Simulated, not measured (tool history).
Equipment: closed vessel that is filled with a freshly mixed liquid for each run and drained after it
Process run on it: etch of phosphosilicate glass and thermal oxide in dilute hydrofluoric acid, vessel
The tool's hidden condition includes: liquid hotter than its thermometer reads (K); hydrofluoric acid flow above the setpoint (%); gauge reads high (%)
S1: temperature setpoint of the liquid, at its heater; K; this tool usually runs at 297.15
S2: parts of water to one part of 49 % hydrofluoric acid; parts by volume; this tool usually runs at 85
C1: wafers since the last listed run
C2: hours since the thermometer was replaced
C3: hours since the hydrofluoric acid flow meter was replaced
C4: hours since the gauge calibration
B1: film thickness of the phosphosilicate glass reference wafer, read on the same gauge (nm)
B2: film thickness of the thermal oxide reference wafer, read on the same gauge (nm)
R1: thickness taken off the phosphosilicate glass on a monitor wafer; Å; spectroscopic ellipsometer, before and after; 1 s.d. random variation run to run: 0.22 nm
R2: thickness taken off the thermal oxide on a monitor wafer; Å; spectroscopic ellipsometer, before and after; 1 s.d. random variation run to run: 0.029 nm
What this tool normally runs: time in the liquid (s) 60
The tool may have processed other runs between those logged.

run 1 day=0 | S1=297.15 S2=85 time_in_the_liquid_(s)=60 | C1=0 C2=819.7 C3=210.2 C4=2697 | B1=129.99 B2=139.975 | R1=439.3 R2=32.3
run 2 day=3.017 | S1=297.15 S2=85 time_in_the_liquid_(s)=60 | C1=9133 C2=892.1 C3=282.6 C4=2769.4 | B1=129.99 B2=139.979 | R1=436.9 R2=32.23
run 3 day=5.754 | S1=297.15 S2=85 time_in_the_liquid_(s)=60 | C1=8288 C2=957.8 C3=348.3 C4=2835.1 | B1=129.99 B2=140.001 | R1=438.4 R2=32.42
run 4 day=9.875 | S1=297.15 S2=85 time_in_the_liquid_(s)=60 | C1=12476 C2=1056.7 C3=447.2 C4=2934 | B1=130 B2=139.986 | R1=439.4 R2=32.81
run 5 day=12.742 | S1=297.15 S2=85 time_in_the_liquid_(s)=60 | C1=8679 C2=1125.5 C3=516 C4=3002.8 | B1=130.01 B2=140 | R1=439.8 R2=32.24
run 6 day=14.842 | S1=297.15 S2=85 time_in_the_liquid_(s)=60 | C1=6358 C2=1175.9 C3=566.4 C4=3053.2 | B1=129.98 B2=140.015 | R1=435.7 R2=32.59
-- day=25.246 hydrofluoric acid flow meter replaced
run 7 day=25.717 | S1=297.15 S2=75 time_in_the_liquid_(s)=60 | C1=32800 C2=1436.9 C3=11.3 C4=3314.2 | B1=130 B2=139.993 | R1=508.6 R2=37.37
run 8 day=28.208 | S1=297.15 S2=85 time_in_the_liquid_(s)=60 | C1=7544 C2=1496.7 C3=71.1 C4=3374 | B1=129.99 B2=139.999 | R1=440.6 R2=32.87
-- day=30.338 gauge calibrated
-- day=31.729 thermometer replaced
run 9 day=32.021 | S1=297.15 S2=85 time_in_the_liquid_(s)=60 | C1=11417 C2=7 C3=162.6 C4=40.4 | B1=130.01 B2=140.002 | R1=439.7 R2=32.64
run 10 day=36.183 | S1=300.15 S2=60 time_in_the_liquid_(s)=40 | C1=12603 C2=106.9 C3=262.5 C4=140.3 | B1=129.98 B2=139.973 | R1=485.9 R2=36.14
run 11 day=38.129 | S1=299.65 S2=85 time_in_the_liquid_(s)=45 | C1=5891 C2=153.6 C3=309.2 C4=187 | B1=130 B2=139.995 | R1=366.3 R2=27.13
run 12 day=43.321 | S1=293.65 S2=115 time_in_the_liquid_(s)=50 | C1=15719 C2=278.2 C3=433.8 C4=311.6 | B1=130 B2=139.994 | R1=226.6 R2=16.98
run 13 day=46.371 | S1=301.65 S2=110 time_in_the_liquid_(s)=45 | C1=9234 C2=351.4 C3=507 C4=384.8 | B1=130.01 B2=139.991 | R1=294.3 R2=21.62

What does the tool deliver on the next run?
run 14 day=48.983 | S1=297.15 S2=85 time_in_the_liquid_(s)=75 | C1=7910 C2=414.1 C3=569.7 C4=447.5 | B1=? B2=? | R1=? R2=?

For run 14 the tool returned B1 130, B2 140.012, R1 550 Å, R2 40.71 Å.
With the hidden condition absent and the run-to-run variation left alone, this run would have shown R1 550 Å, R2 40.71 Å.
